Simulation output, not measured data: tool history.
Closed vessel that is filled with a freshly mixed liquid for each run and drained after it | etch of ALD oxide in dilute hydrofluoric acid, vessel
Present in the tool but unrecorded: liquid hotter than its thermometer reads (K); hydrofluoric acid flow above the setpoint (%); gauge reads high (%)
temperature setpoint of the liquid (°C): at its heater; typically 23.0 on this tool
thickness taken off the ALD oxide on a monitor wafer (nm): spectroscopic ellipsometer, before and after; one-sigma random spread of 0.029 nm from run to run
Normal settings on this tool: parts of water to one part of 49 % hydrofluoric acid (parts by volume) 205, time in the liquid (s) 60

run,hour,temperature setpoint of the liquid (°C),parts of water to one part of 49 % hydrofluoric acid (parts by volume),time in the liquid (s),wafers since the last listed run,hours since the thermometer was replaced,hours since the hydrofluoric acid flow meter was replaced,hours since the gauge calibration,"read-back film thickness of the ALD oxide reference wafer, read on the same gauge (nm)",thickness taken off the ALD oxide on a monitor wafer (nm)
1,0.0,21.5,205,60,0,1092.3,1331.1,146.4,39.97,7.72
2,17.2,21.5,205,60,2435,1109.5,1348.3,163.6,39.98,7.73
3,34.5,23.0,205,70,2449,1126.8,1365.6,180.9,39.99,9.52
4,43.3,23.0,205,70,1246,1135.6,1374.4,189.7,39.96,9.54
5,56.8,23.0,205,70,1911,1149.1,1387.9,203.2,39.98,9.55
6,74.8,23.0,205,60,2548,1167.1,1405.9,221.2,40.02,8.20
7,86.3,23.0,205,60,1628,1178.6,1417.4,232.7,39.98,8.26
8,103.1,23.0,205,60,2378,1195.4,1434.2,249.5,39.96,8.24
9,114.3,23.0,205,60,1585,1206.6,1445.4,260.7,40.01,8.30
# hour 121.7: hydrofluoric acid flow meter replaced
10,131.8,23.0,205,35,2336,1224.1,10.1,278.2,40.00,4.81
# hour 145.5: gauge calibrated
11,149.2,23.0,205,35,2463,1241.5,27.5,3.7,39.99,4.80
12,160.7,23.0,205,60,1628,1253.0,39.0,15.2,39.98,8.25
13,168.9,25.5,205,40,1161,1261.2,47.2,23.4,39.98,6.08
14,178.9,23.0,160,60,1415,1271.2,57.2,33.4,39.99,11.20
# hour 195.1: thermometer replaced
15,195.6,27.5,205,60,2223,0.5,73.9,50.1,40.00,8.70
16,212.7,23.0,205,60,2421,17.6,91.0,67.2,39.99,7.41
17,221.9,18.5,205,70,1302,26.8,100.2,76.4,40.01,7.31
18,227.9,23.0,245,95,849,32.8,106.2,82.4,39.99,9.45
19,244.4,24.5,205,60,2336,49.3,122.7,98.9,40.05,7.87
20,261.5,23.0,205,60,2421,66.4,139.8,116.0,39.99,7.45
21,274.0,19.5,205,60,1769,78.9,152.3,128.5,40.02,6.54
22,316.8,23.0,140,90,6060,121.7,195.1,171.3,39.98,17.67

Here are 5 independent what-if runs from the current tool condition. What would each one return?
A,317.5,23.0,140,60,99,122.4,195.8,172.0,?,?
B,317.5,18.0,205,80,99,122.4,195.8,172.0,?,?
C,317.5,23.0,205,95,99,122.4,195.8,172.0,?,?
D,317.5,23.0,140,70,99,122.4,195.8,172.0,?,?
E,317.5,25.0,160,80,99,122.4,195.8,172.0,?,?

run,"read-back film thickness of the ALD oxide reference wafer, read on the same gauge (nm)",thickness taken off the ALD oxide on a monitor wafer (nm)
A,40.00,11.71
B,40.00,8.21
C,40.00,11.79
D,40.00,13.66
E,40.00,14.41
With the hidden condition removed and each run's random variation left untouched, the same runs would have given:
run,thickness taken off the ALD oxide on a monitor wafer (nm)
A,11.58
B,8.11
C,11.66
D,13.50
E,14.25

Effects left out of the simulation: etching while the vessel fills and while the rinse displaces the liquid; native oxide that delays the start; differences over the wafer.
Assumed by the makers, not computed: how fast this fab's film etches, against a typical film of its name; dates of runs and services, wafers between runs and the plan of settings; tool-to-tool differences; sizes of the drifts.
